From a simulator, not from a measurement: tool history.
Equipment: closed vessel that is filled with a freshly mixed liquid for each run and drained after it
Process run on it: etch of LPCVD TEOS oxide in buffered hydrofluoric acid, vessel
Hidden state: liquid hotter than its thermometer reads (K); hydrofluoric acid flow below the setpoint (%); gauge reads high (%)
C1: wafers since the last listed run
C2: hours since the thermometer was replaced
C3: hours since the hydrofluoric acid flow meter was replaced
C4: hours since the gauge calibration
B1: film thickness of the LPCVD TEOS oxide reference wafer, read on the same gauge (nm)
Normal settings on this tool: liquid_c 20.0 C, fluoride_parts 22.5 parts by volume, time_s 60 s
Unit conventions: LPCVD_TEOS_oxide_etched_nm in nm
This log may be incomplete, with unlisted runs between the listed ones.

run 1 hour=0.0 | liquid_c=20.0 fluoride_parts=22.5 time_s=60 | C1=0 C2=428.0 C3=1844.1 C4=1123.5 | B1=149.99 | LPCVD_TEOS_oxide_etched_nm=48.80
run 2 hour=70.6 | liquid_c=20.0 fluoride_parts=22.5 time_s=60 | C1=7505 C2=498.6 C3=1914.7 C4=1194.1 | B1=150.01 | LPCVD_TEOS_oxide_etched_nm=48.01
run 3 hour=102.5 | liquid_c=23.5 fluoride_parts=22.5 time_s=35 | C1=3391 C2=530.5 C3=1946.6 C4=1226.0 | B1=150.03 | LPCVD_TEOS_oxide_etched_nm=34.58
-- hour=153.7 thermometer replaced
run 4 hour=173.7 | liquid_c=22.0 fluoride_parts=22.5 time_s=60 | C1=7462 C2=20.0 C3=2017.8 C4=1297.2 | B1=149.98 | LPCVD_TEOS_oxide_etched_nm=53.06
-- hour=175.9 hydrofluoric acid flow meter replaced
run 5 hour=214.0 | liquid_c=22.0 fluoride_parts=22.5 time_s=60 | C1=4177 C2=60.3 C3=38.1 C4=1337.5 | B1=150.02 | LPCVD_TEOS_oxide_etched_nm=54.48
-- hour=236.8 gauge calibrated
run 6 hour=267.6 | liquid_c=22.0 fluoride_parts=22.5 time_s=60 | C1=5697 C2=113.9 C3=91.7 C4=30.8 | B1=150.00 | LPCVD_TEOS_oxide_etched_nm=55.99
run 7 hour=322.7 | liquid_c=20.0 fluoride_parts=22.5 time_s=60 | C1=5857 C2=169.0 C3=146.8 C4=85.9 | B1=150.01 | LPCVD_TEOS_oxide_etched_nm=49.58
run 8 hour=355.8 | liquid_c=20.0 fluoride_parts=22.5 time_s=60 | C1=3518 C2=202.1 C3=179.9 C4=119.0 | B1=149.99 | LPCVD_TEOS_oxide_etched_nm=49.61
run 9 hour=413.1 | liquid_c=20.0 fluoride_parts=22.5 time_s=60 | C1=6091 C2=259.4 C3=237.2 C4=176.3 | B1=150.02 | LPCVD_TEOS_oxide_etched_nm=49.38
run 10 hour=449.2 | liquid_c=23.5 fluoride_parts=22.5 time_s=60 | C1=3837 C2=295.5 C3=273.3 C4=212.4 | B1=150.00 | LPCVD_TEOS_oxide_etched_nm=60.50
run 11 hour=476.6 | liquid_c=21.5 fluoride_parts=22.5 time_s=85 | C1=2912 C2=322.9 C3=300.7 C4=239.8 | B1=149.99 | LPCVD_TEOS_oxide_etched_nm=76.88
run 12 hour=518.5 | liquid_c=17.5 fluoride_parts=29.5 time_s=60 | C1=4454 C2=364.8 C3=342.6 C4=281.7 | B1=150.02 | LPCVD_TEOS_oxide_etched_nm=35.53
run 13 hour=587.4 | liquid_c=17.5 fluoride_parts=22.5 time_s=50 | C1=7324 C2=433.7 C3=411.5 C4=350.6 | B1=150.00 | LPCVD_TEOS_oxide_etched_nm=35.78
run 14 hour=698.5 | liquid_c=20.0 fluoride_parts=22.5 time_s=60 | C1=11810 C2=544.8 C3=522.6 C4=461.7 | B1=150.01 | LPCVD_TEOS_oxide_etched_nm=48.76
run 15 hour=757.6 | liquid_c=20.0 fluoride_parts=22.5 time_s=60 | C1=6282 C2=603.9 C3=581.7 C4=520.8 | B1=150.06 | LPCVD_TEOS_oxide_etched_nm=50.29
-- hour=774.1 thermometer replaced
run 16 hour=785.8 | liquid_c=23.5 fluoride_parts=22.5 time_s=35 | C1=2891 C2=11.7 C3=609.9 C4=549.0 | B1=150.01 | LPCVD_TEOS_oxide_etched_nm=34.03
run 17 hour=842.6 | liquid_c=20.0 fluoride_parts=20.0 time_s=60 | C1=6038 C2=68.5 C3=666.7 C4=605.8 | B1=150.06 | LPCVD_TEOS_oxide_etched_nm=52.03
run 18 hour=878.7 | liquid_c=20.0 fluoride_parts=22.5 time_s=60 | C1=3837 C2=104.6 C3=702.8 C4=641.9 | B1=150.01 | LPCVD_TEOS_oxide_etched_nm=48.47
run 19 hour=903.5 | liquid_c=20.0 fluoride_parts=22.5 time_s=35 | C1=2636 C2=129.4 C3=727.6 C4=666.7 | B1=150.01 | LPCVD_TEOS_oxide_etched_nm=28.01
run 20 hour=945.5 | liquid_c=20.0 fluoride_parts=18.5 time_s=60 | C1=4464 C2=171.4 C3=769.6 C4=708.7 | B1=149.99 | LPCVD_TEOS_oxide_etched_nm=55.13
run 21 hour=989.2 | liquid_c=20.0 fluoride_parts=22.5 time_s=60 | C1=4645 C2=215.1 C3=813.3 C4=752.4 | B1=150.00 | LPCVD_TEOS_oxide_etched_nm=48.70
run 22 hour=1044.6 | liquid_c=24.5 fluoride_parts=29.5 time_s=30 | C1=5889 C2=270.5 C3=868.7 C4=807.8 | B1=149.98 | LPCVD_TEOS_oxide_etched_nm=25.69
run 23 hour=1069.3 | liquid_c=20.0 fluoride_parts=22.5 time_s=60 | C1=2625 C2=295.2 C3=893.4 C4=832.5 | B1=149.99 | LPCVD_TEOS_oxide_etched_nm=48.89
run 24 hour=1140.1 | liquid_c=17.0 fluoride_parts=27.5 time_s=95 | C1=7526 C2=366.0 C3=964.2 C4=903.3 | B1=150.00 | LPCVD_TEOS_oxide_etched_nm=57.10
run 25 hour=1170.3 | liquid_c=20.0 fluoride_parts=25.0 time_s=75 | C1=3210 C2=396.2 C3=994.4 C4=933.5 | B1=150.02 | LPCVD_TEOS_oxide_etched_nm=56.58
run 26 hour=1205.8 | liquid_c=24.5 fluoride_parts=18.5 time_s=85 | C1=3773 C2=431.7 C3=1029.9 C4=969.0 | B1=150.06 | LPCVD_TEOS_oxide_etched_nm=102.49
run 27 hour=1231.9 | liquid_c=20.0 fluoride_parts=22.5 time_s=60 | C1=2774 C2=457.8 C3=1056.0 C4=995.1 | B1=149.94 | LPCVD_TEOS_oxide_etched_nm=48.56
run 28 hour=1285.0 | liquid_c=17.5 fluoride_parts=22.5 time_s=50 | C1=5644 C2=510.9 C3=1109.1 C4=1048.2 | B1=149.97 | LPCVD_TEOS_oxide_etched_nm=35.44
run 29 hour=1342.0 | liquid_c=17.0 fluoride_parts=26.0 time_s=60 | C1=6059 C2=567.9 C3=1166.1 C4=1105.2 | B1=149.99 | LPCVD_TEOS_oxide_etched_nm=37.59
-- hour=1367.7 thermometer replaced
run 30 hour=1369.2 | liquid_c=23.5 fluoride_parts=29.0 time_s=50 | C1=2785 C2=1.5 C3=1193.3 C4=1132.4 | B1=150.02 | LPCVD_TEOS_oxide_etched_nm=40.75
run 31 hour=1483.3 | liquid_c=20.0 fluoride_parts=22.5 time_s=60 | C1=12129 C2=115.6 C3=1307.4 C4=1246.5 | B1=149.98 | LPCVD_TEOS_oxide_etched_nm=47.74
run 32 hour=1539.6 | liquid_c=23.5 fluoride_parts=18.0 time_s=45 | C1=5984 C2=171.9 C3=1363.7 C4=1302.8 | B1=150.01 | LPCVD_TEOS_oxide_etched_nm=51.08
run 33 hour=1600.4 | liquid_c=20.0 fluoride_parts=22.5 time_s=60 | C1=6463 C2=232.7 C3=1424.5 C4=1363.6 | B1=149.98 | LPCVD_TEOS_oxide_etched_nm=47.92

4 ways to go on from here, each from the tool as it stands after run 33. What would each give?
run A hour=1601.1 | liquid_c=20.0 fluoride_parts=26.0 time_s=60 | C1=74 C2=233.4 C3=1425.2 C4=1364.3 | B1=? | LPCVD_TEOS_oxide_etched_nm=?
run B hour=1601.1 | liquid_c=23.0 fluoride_parts=22.5 time_s=60 | C1=74 C2=233.4 C3=1425.2 C4=1364.3 | B1=? | LPCVD_TEOS_oxide_etched_nm=?
run C hour=1601.1 | liquid_c=22.0 fluoride_parts=22.5 time_s=35 | C1=74 C2=233.4 C3=1425.2 C4=1364.3 | B1=? | LPCVD_TEOS_oxide_etched_nm=?
run D hour=1601.1 | liquid_c=17.0 fluoride_parts=16.5 time_s=45 | C1=74 C2=233.4 C3=1425.2 C4=1364.3 | B1=? | LPCVD_TEOS_oxide_etched_nm=?

run=A B1=150.04 LPCVD_TEOS_oxide_etched_nm=42.77
run=B B1=150.04 LPCVD_TEOS_oxide_etched_nm=55.85
run=C B1=150.04 LPCVD_TEOS_oxide_etched_nm=30.83
run=D B1=150.04 LPCVD_TEOS_oxide_etched_nm=38.35
Without the tool's hidden state the same runs would have given:
run=A LPCVD_TEOS_oxide_etched_nm=44.38
run=B LPCVD_TEOS_oxide_etched_nm=57.96
run=C LPCVD_TEOS_oxide_etched_nm=31.99
run=D LPCVD_TEOS_oxide_etched_nm=40.70

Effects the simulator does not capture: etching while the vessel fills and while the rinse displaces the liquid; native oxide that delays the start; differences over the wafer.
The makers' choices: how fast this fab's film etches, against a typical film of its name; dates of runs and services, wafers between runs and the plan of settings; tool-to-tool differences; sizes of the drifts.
